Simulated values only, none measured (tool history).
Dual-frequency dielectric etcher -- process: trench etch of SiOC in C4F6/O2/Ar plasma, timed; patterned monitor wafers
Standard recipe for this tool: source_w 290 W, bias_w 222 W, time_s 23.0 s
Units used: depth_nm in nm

run   hour  source_w  bias_w  time_s  read-back reference wafer on the same gauge, depth_nm  depth_nm
  1    0.0       290     222    23.0                                                  43.95     44.99
  2   17.7       290     222    23.0                                                  43.93     44.62
  3   26.3       290     222    23.0                                                  43.92     44.58
  4   37.9       240     222    23.0                                                  43.91     42.42
  5   55.1       240     222    23.0                                                  43.89     42.36
  6   70.4       240     222    23.0                                                  43.89     42.50
      80.0  -- bias power generator calibrated
  7   80.6       290     222    23.0                                                  43.89     44.63
  8   87.5       290     222    23.0                                                  43.89     44.12
  9  104.2       290     222    23.0                                                  43.91     44.47
     137.2  -- upper electrode replaced
     141.0  -- source power generator calibrated
 10  141.5       340     222    23.0                                                  43.90     46.03
 11  153.1       330     184    17.0                                                  43.92     30.79
 12  167.7       250     249    17.0                                                  43.93     33.10
     167.9  -- gauge calibrated
     197.7  -- wet clean of the chamber
 13  198.2       290     168    16.5                                                  43.87     28.55
 14  198.5       290     222    23.0                                                  43.90     46.33
 15  206.6       290     222    23.0                                                  43.90     45.71
 16  220.3       290     222    23.0                                                  43.90     46.59
 17  233.5       260     208    29.5                                                  43.87     55.75
 18  241.1       290     222    23.0                                                  43.86     45.85
 19  257.2       240     222    16.0                                                  43.85     30.49

Forecast each of these 5 alternatives for the next run:
  A  257.6       290     222    17.5                                                      ?         ?
  B  257.6       290     195    23.0                                                      ?         ?
  C  257.6       340     264    23.0                                                      ?         ?
  D  257.6       330     176    23.0                                                      ?         ?
  E  257.6       360     173    28.5                                                      ?         ?

run  read-back reference wafer on the same gauge, depth_nm  depth_nm
  A                                                  43.86     34.66
  B                                                  43.86     42.55
  C                                                  43.86     51.88
  D                                                  43.86     41.67
  E                                                  43.86     52.42
Take away the tool's hidden state, keep each run's random variation, and the runs would have read:
run  depth_nm
  A     34.73
  B     42.63
  C     51.99
  D     41.76
  E     52.53

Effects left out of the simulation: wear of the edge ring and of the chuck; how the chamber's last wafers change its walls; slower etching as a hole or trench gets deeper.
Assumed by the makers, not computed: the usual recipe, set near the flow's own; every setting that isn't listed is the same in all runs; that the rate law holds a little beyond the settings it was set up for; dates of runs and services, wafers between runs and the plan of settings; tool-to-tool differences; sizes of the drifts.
